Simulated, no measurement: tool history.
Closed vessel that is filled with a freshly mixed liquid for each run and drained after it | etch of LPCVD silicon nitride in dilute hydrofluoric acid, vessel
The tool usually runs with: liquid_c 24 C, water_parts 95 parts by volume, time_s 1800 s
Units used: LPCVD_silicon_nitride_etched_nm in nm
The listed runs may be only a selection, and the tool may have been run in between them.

| run | hour | liquid_c | water_parts | time_s | wafers since the last listed run | hours since the thermometer was replaced | hours since the hydrofluoric acid flow meter was replaced | hours since the gauge calibration | read-back film thickness of the LPCVD silicon nitride reference wafer, read on the same gauge (nm) | LPCVD_silicon_nitride_etched_nm |
|---|---|---|---|---|---|---|---|---|---|---|
| 1 | 0 | 24 | 95 | 1800 | 0 | 545 | 910.8 | 1256.5 | 129.96 | 7.97 |
| 2 | 92.5 | 24 | 95 | 1800 | 4733 | 637.5 | 1003.3 | 1349 | 130.02 | 8.17 |
|  | 115.5 | thermometer replaced |
|  | 121.1 | gauge calibrated |
| 3 | 148.2 | 24 | 95 | 1800 | 2798 | 32.7 | 1059 | 27.1 | 129.97 | 7.52 |
| 4 | 227.3 | 24 | 95 | 1800 | 4047 | 111.8 | 1138.1 | 106.2 | 129.96 | 7.67 |
| 5 | 272 | 24 | 95 | 1800 | 2287 | 156.5 | 1182.8 | 150.9 | 129.97 | 7.89 |
| 6 | 324.1 | 24 | 95 | 1800 | 2665 | 208.6 | 1234.9 | 203 | 130 | 7.7 |
| 7 | 383.4 | 24 | 95 | 1800 | 3034 | 267.9 | 1294.2 | 262.3 | 130.01 | 7.79 |
|  | 445.9 | hydrofluoric acid flow meter replaced |
| 8 | 447.8 | 24 | 95 | 1800 | 3244 | 332.3 | 1.9 | 326.7 | 129.99 | 7.83 |
| 9 | 501.1 | 24 | 95 | 1390 | 2727 | 385.6 | 55.2 | 380 | 130 | 6.01 |
| 10 | 644.4 | 24 | 95 | 1390 | 7332 | 528.9 | 198.5 | 523.3 | 130 | 6.13 |
| 11 | 735.8 | 24 | 95 | 1390 | 4676 | 620.3 | 289.9 | 614.7 | 129.98 | 6.19 |
|  | 782.1 | thermometer replaced |
| 12 | 825.3 | 24 | 95 | 1800 | 4528 | 43.2 | 379.4 | 704.2 | 130 | 7.62 |
| 13 | 867.1 | 24 | 95 | 1800 | 2138 | 85 | 421.2 | 746 | 130 | 7.68 |
| 14 | 960.5 | 24 | 95 | 1800 | 4779 | 178.4 | 514.6 | 839.4 | 130.01 | 7.74 |
| 15 | 1003.4 | 20.5 | 95 | 1005 | 2195 | 221.3 | 557.5 | 882.3 | 130 | 3.37 |
| 16 | 1081.3 | 20.5 | 95 | 1005 | 3986 | 299.2 | 635.4 | 960.2 | 129.95 | 3.43 |
| 17 | 1145.1 | 24 | 55 | 935 | 3264 | 363 | 699.2 | 1024 | 129.97 | 6.88 |
| 18 | 1240.2 | 26 | 95 | 1800 | 4866 | 458.1 | 794.3 | 1119.1 | 129.97 | 8.96 |
|  | 1448.1 | thermometer replaced |
| 19 | 1551.1 | 20.5 | 95 | 1005 | 15857 | 103 | 1105.2 | 1430 | 129.97 | 3.37 |
|  | 1631.5 | gauge calibrated |
| 20 | 1643 | 26.5 | 45 | 930 | 4702 | 194.9 | 1197.1 | 11.5 | 129.98 | 9.7 |
| 21 | 1690.8 | 24 | 95 | 1800 | 2445 | 242.7 | 1244.9 | 59.3 | 129.97 | 7.83 |
| 22 | 1783.5 | 24 | 120 | 1800 | 4743 | 335.4 | 1337.6 | 152 | 129.98 | 6.29 |
| 23 | 1830.2 | 24 | 95 | 1800 | 2389 | 382.1 | 1384.3 | 198.7 | 129.98 | 7.75 |
|  | 1901.5 | hydrofluoric acid flow meter replaced |
| 24 | 1916.8 | 24 | 95 | 1390 | 4380 | 468.7 | 15.3 | 285.3 | 129.94 | 6.1 |
| 25 | 2015.4 | 24 | 70 | 2320 | 5045 | 567.3 | 113.9 | 383.9 | 130 | 13.53 |
| 26 | 2066 | 26.5 | 130 | 1505 | 2589 | 617.9 | 164.5 | 434.5 | 129.98 | 5.65 |
|  | 2103.5 | thermometer replaced |
| 27 | 2139.2 | 28.5 | 95 | 1800 | 3694 | 35.7 | 237.7 | 507.7 | 129.97 | 10.21 |
| 28 | 2207.9 | 27 | 95 | 2485 | 3515 | 104.4 | 306.4 | 576.4 | 130.01 | 12.84 |
| 29 | 2303.9 | 26 | 95 | 1320 | 4912 | 200.4 | 402.4 | 672.4 | 130.02 | 6.57 |
| 30 | 2345.7 | 26 | 95 | 1320 | 2138 | 242.2 | 444.2 | 714.2 | 129.97 | 6.52 |
| 31 | 2467.2 | 24 | 95 | 2735 | 6217 | 363.7 | 565.7 | 835.7 | 130.03 | 11.99 |
| 32 | 2505.9 | 22.5 | 75 | 1800 | 1980 | 402.4 | 604.4 | 874.4 | 130.01 | 8.96 |
| 33 | 2564.7 | 25.5 | 140 | 1800 | 3008 | 461.2 | 663.2 | 933.2 | 129.99 | 5.92 |

Selected run-to-run steps in LPCVD_silicon_nitride_etched_nm, each split into two signed amounts: the part the tool would show with no hidden state at all (from settings, incoming material and random variation), and the remainder, which goes to the hidden state together with any gauge scatter not common to the measured and the hidden-state-free results:
Hidden conditions of the tool in this case: liquid hotter than its thermometer reads (K); hydrofluoric acid flow above the setpoint (%); gauge reads high (%).
Run 2 -> 3: thermometer replaced, gauge calibrated. LPCVD_silicon_nitride_etched_nm -0.65 nm: hidden state -0.42, all else -0.23.
Run 19 -> 20: liquid_c 20.5 -> 26.5, water_parts 95 -> 45, time_s 1005 -> 930, gauge calibrated. LPCVD_silicon_nitride_etched_nm +6.33 nm: hidden state +0.13, all else +6.2.
Run 24 -> 25: water_parts 95 -> 70, time_s 1390 -> 2320. LPCVD_silicon_nitride_etched_nm +7.43 nm: hidden state +0.36, all else +7.07.
Run 25 -> 26: liquid_c 24 -> 26.5, water_parts 70 -> 130, time_s 2320 -> 1505. LPCVD_silicon_nitride_etched_nm -7.88 nm: hidden state -0.33, all else -7.55.

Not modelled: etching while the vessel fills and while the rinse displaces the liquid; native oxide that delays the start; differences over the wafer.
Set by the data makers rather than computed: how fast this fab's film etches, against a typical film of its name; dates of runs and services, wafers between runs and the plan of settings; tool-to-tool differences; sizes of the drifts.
